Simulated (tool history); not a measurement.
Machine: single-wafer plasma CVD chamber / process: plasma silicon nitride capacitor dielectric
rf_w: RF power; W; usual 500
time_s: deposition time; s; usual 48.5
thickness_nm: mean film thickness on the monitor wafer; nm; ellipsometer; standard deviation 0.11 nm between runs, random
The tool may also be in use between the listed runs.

run,hour,rf_w,time_s,"read-back reference wafer on the same gauge, thickness_nm",thickness_nm
1,0.0,500,48.5,83.179,73.980
2,17.0,500,48.5,83.188,73.647
3,33.1,500,48.5,83.192,73.592
4,46.0,500,48.5,83.211,73.670
5,60.1,500,45.9,83.207,69.701
# hour 62.8: gauge calibrated
6,76.4,500,48.5,83.202,73.576
7,89.8,500,48.5,83.223,73.475
8,102.2,500,48.5,83.218,73.533
9,110.9,500,48.5,83.173,73.758
10,123.7,500,48.5,83.204,73.581
11,140.8,500,48.5,83.211,73.471
12,155.5,500,48.5,83.191,73.493
13,167.6,500,48.5,83.190,73.420
# hour 189.6: showerhead replaced
14,207.8,500,51.4,83.202,77.639
15,222.3,500,51.4,83.207,77.802
16,239.9,500,51.4,83.234,77.481
17,248.0,500,48.5,83.194,73.183
18,255.6,500,48.5,83.185,73.236
# hour 264.2: RF generator calibrated
19,268.7,500,48.5,83.181,75.170
20,275.7,500,48.5,83.208,75.082
21,289.1,500,48.5,83.219,75.362
22,302.8,500,57.8,83.188,89.756
23,315.8,500,48.5,83.173,75.154
24,330.3,400,48.5,83.190,71.100
25,343.5,425,54.6,83.208,81.185
26,360.0,560,44.3,83.205,70.807
27,367.5,500,48.5,83.214,75.081
28,375.8,420,42.0,83.187,62.311
29,383.2,445,48.5,83.197,73.041
30,397.5,500,48.5,83.181,75.151
# hour 402.6: gauge calibrated
31,407.3,545,40.9,83.213,64.746
32,420.7,560,39.0,83.225,62.349
33,432.3,585,52.7,83.197,85.118
34,440.6,500,44.1,83.216,68.472
35,447.3,435,44.9,83.189,67.317
36,461.2,500,40.9,83.207,63.453
37,468.1,500,44.8,83.210,69.331
38,481.7,415,54.1,83.207,79.977
39,496.0,580,40.6,83.195,65.419
40,507.1,475,48.5,83.201,74.203
41,518.4,455,57.6,83.226,87.402
42,526.3,500,48.5,83.228,75.339

Below, each run's measurement less what the same run would have read without the hidden state. Both values contain the same run-to-run variation, but the gauge's scatter may not be the same in both:
Hidden state at play: delivered RF power above the setpoint (%); gauge reads high (%).
run,thickness_nm
1,-1.515
2,-1.542
3,-1.574
4,-1.602
5,-1.543
6,-1.663
7,-1.689
8,-1.717
9,-1.740
10,-1.764
11,-1.800
12,-1.832
13,-1.858
14,-2.061
15,-2.102
16,-2.137
17,-2.038
18,-2.058
19,-0.046
20,-0.046
21,-0.046
22,-0.056
23,-0.047
24,-0.046
25,-0.054
26,-0.049
27,-0.053
28,-0.045
29,-0.054
30,-0.058
31,-0.051
32,-0.051
33,-0.073
34,-0.061
35,-0.061
36,-0.060
37,-0.068
38,-0.082
39,-0.071
40,-0.084
41,-0.103
42,-0.091

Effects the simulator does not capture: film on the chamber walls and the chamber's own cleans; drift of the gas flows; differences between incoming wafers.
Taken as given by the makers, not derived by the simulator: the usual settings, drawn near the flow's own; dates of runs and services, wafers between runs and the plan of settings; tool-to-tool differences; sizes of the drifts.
